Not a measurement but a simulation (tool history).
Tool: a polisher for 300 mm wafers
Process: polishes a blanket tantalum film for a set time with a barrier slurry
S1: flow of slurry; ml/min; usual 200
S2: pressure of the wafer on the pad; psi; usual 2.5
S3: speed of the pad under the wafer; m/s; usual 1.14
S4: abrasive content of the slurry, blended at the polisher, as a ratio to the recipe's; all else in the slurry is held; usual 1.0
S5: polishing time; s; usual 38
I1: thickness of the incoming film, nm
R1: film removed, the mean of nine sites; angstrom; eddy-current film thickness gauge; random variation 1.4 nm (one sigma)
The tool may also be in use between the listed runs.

{"run": 1, "day": 0.0, "S1": 175, "S2": 2.5, "S3": 1.14, "S4": 1.0, "S5": 38, "I1": 485.8, "R1": 847}
{"day": 0.25, "done": "slurry blender recalibrated"}
{"run": 2, "day": 0.512, "S1": 200, "S2": 2.5, "S3": 1.14, "S4": 1.0, "S5": 38, "I1": 476.0, "R1": 1003}
{"run": 3, "day": 1.371, "S1": 200, "S2": 2.5, "S3": 1.14, "S4": 1.0, "S5": 38, "I1": 482.1, "R1": 989}
{"day": 2.217, "done": "worn pad replaced by a new one"}
{"run": 4, "day": 2.392, "S1": 200, "S2": 2.5, "S3": 1.0, "S4": 1.0, "S5": 38, "I1": 473.2, "R1": 865}
{"run": 5, "day": 3.35, "S1": 200, "S2": 2.5, "S3": 1.0, "S4": 1.0, "S5": 38, "I1": 475.0, "R1": 859}
{"run": 6, "day": 3.988, "S1": 200, "S2": 2.5, "S3": 1.14, "S4": 1.0, "S5": 38, "I1": 486.7, "R1": 939}
{"run": 7, "day": 5.046, "S1": 200, "S2": 2.5, "S3": 1.14, "S4": 0.9, "S5": 38, "I1": 478.2, "R1": 882}
{"run": 8, "day": 6.242, "S1": 200, "S2": 2.5, "S3": 1.14, "S4": 1.0, "S5": 38, "I1": 488.1, "R1": 932}
{"day": 7.179, "done": "worn pad replaced by a new one"}
{"run": 9, "day": 7.604, "S1": 200, "S2": 2.5, "S3": 1.14, "S4": 1.0, "S5": 38, "I1": 479.3, "R1": 933}
{"run": 10, "day": 8.317, "S1": 200, "S2": 2.9, "S3": 0.84, "S4": 1.0, "S5": 38, "I1": 484.6, "R1": 823}
{"run": 11, "day": 8.833, "S1": 200, "S2": 2.9, "S3": 0.84, "S4": 1.0, "S5": 38, "I1": 485.7, "R1": 821}
{"run": 12, "day": 9.538, "S1": 200, "S2": 2.5, "S3": 1.14, "S4": 1.0, "S5": 38, "I1": 483.6, "R1": 929}
{"run": 13, "day": 10.771, "S1": 200, "S2": 2.5, "S3": 1.14, "S4": 1.0, "S5": 38, "I1": 479.0, "R1": 881}
{"day": 11.875, "done": "worn pad replaced by a new one"}
{"run": 14, "day": 12.029, "S1": 200, "S2": 3.1, "S3": 1.14, "S4": 1.0, "S5": 38, "I1": 489.6, "R1": 1078}
{"day": 12.75, "done": "slurry nozzle cleaned"}
{"run": 15, "day": 15.842, "S1": 200, "S2": 1.7, "S3": 0.78, "S4": 1.0, "S5": 34, "I1": 482.3, "R1": 441}
{"run": 16, "day": 16.917, "S1": 200, "S2": 2.3, "S3": 1.4, "S4": 1.1, "S5": 30, "I1": 477.9, "R1": 796}
{"run": 17, "day": 17.762, "S1": 200, "S2": 2.5, "S3": 1.38, "S4": 1.0, "S5": 38, "I1": 479.8, "R1": 993}
{"day": 17.967, "done": "worn pad replaced by a new one"}
{"run": 18, "day": 18.329, "S1": 200, "S2": 1.7, "S3": 1.14, "S4": 0.9, "S5": 38, "I1": 478.0, "R1": 607}
{"day": 19.371, "done": "head pressure recalibrated"}
{"run": 19, "day": 19.7, "S1": 200, "S2": 2.5, "S3": 1.28, "S4": 0.9, "S5": 34, "I1": 479.6, "R1": 793}
{"run": 20, "day": 20.875, "S1": 245, "S2": 2.8, "S3": 1.14, "S4": 1.0, "S5": 49, "I1": 490.2, "R1": 1278}
{"day": 21.362, "done": "slurry blender recalibrated"}
{"run": 21, "day": 21.721, "S1": 200, "S2": 2.5, "S3": 0.86, "S4": 1.0, "S5": 38, "I1": 483.6, "R1": 816}
{"day": 22.542, "done": "worn pad replaced by a new one"}
{"run": 22, "day": 22.833, "S1": 200, "S2": 2.5, "S3": 1.14, "S4": 1.0, "S5": 38, "I1": 473.1, "R1": 989}

Run 23 comes next. What will it give?
{"run": 23, "day": 24.017, "S1": 200, "S2": 2.5, "S3": 1.14, "S4": 1.0, "S5": 38, "I1": 481.4, "R1": "?"}

R1: 983 angstrom
Without the tool's hidden state the same run would have given R1 1035 angstrom.
